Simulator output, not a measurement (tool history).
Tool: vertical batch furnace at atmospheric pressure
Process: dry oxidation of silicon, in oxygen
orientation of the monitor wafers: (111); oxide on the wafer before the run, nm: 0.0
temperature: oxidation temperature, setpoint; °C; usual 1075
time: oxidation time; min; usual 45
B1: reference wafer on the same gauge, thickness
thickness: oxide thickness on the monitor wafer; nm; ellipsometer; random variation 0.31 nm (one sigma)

{"run": 1, "day": 0.0, "temperature": 1058, "time": 45, "B1": 78.51, "thickness": 72.21}
{"run": 2, "day": 0.688, "temperature": 1058, "time": 45, "B1": 78.35, "thickness": 72.34}
{"run": 3, "day": 1.721, "temperature": 1075, "time": 45, "B1": 78.44, "thickness": 80.97}
{"day": 2.442, "done": "gauge calibrated"}
{"run": 4, "day": 2.646, "temperature": 1075, "time": 45, "B1": 78.37, "thickness": 80.62}
{"run": 5, "day": 3.6, "temperature": 1075, "time": 45, "B1": 78.29, "thickness": 80.35}
{"run": 6, "day": 4.267, "temperature": 1075, "time": 45, "B1": 78.53, "thickness": 81.02}
{"run": 7, "day": 5.321, "temperature": 1075, "time": 45, "B1": 78.4, "thickness": 81.06}
{"run": 8, "day": 6.754, "temperature": 1062, "time": 54, "B1": 78.57, "thickness": 83.04}
{"run": 9, "day": 7.975, "temperature": 1062, "time": 54, "B1": 78.37, "thickness": 82.89}
{"day": 9.671, "done": "thermocouples replaced and temperature profile calibrated"}
{"run": 10, "day": 9.692, "temperature": 1075, "time": 45, "B1": 78.44, "thickness": 80.52}
{"run": 11, "day": 10.146, "temperature": 1075, "time": 45, "B1": 78.39, "thickness": 80.35}
{"run": 12, "day": 11.575, "temperature": 1075, "time": 45, "B1": 78.54, "thickness": 80.12}
{"run": 13, "day": 12.554, "temperature": 1075, "time": 45, "B1": 78.38, "thickness": 79.73}
{"run": 14, "day": 13.604, "temperature": 1075, "time": 45, "B1": 78.47, "thickness": 80.53}
{"run": 15, "day": 14.471, "temperature": 1075, "time": 36, "B1": 78.46, "thickness": 69.57}
{"run": 16, "day": 18.433, "temperature": 1075, "time": 36, "B1": 78.52, "thickness": 69.67}
{"run": 17, "day": 19.417, "temperature": 1075, "time": 36, "B1": 78.43, "thickness": 69.89}
{"run": 18, "day": 20.267, "temperature": 1065, "time": 38, "B1": 78.29, "thickness": 67.76}
{"day": 21.525, "done": "boat lift adjusted"}
{"run": 19, "day": 21.546, "temperature": 1053, "time": 33, "B1": 78.38, "thickness": 58.92}
{"run": 20, "day": 21.971, "temperature": 1085, "time": 45, "B1": 78.44, "thickness": 88.44}
{"run": 21, "day": 23.412, "temperature": 1056, "time": 60, "B1": 78.52, "thickness": 87.77}
{"run": 22, "day": 24.8, "temperature": 1075, "time": 45, "B1": 78.37, "thickness": 82.1}

The next listed run, before its measurement:
{"run": 23, "day": 25.692, "temperature": 1082, "time": 38, "B1": "?", "thickness": "?"}

{"run 23": {"B1": 78.49, "thickness": 76.77}}
Without the tool's hidden state the same run would have given thickness 77.22 nm.
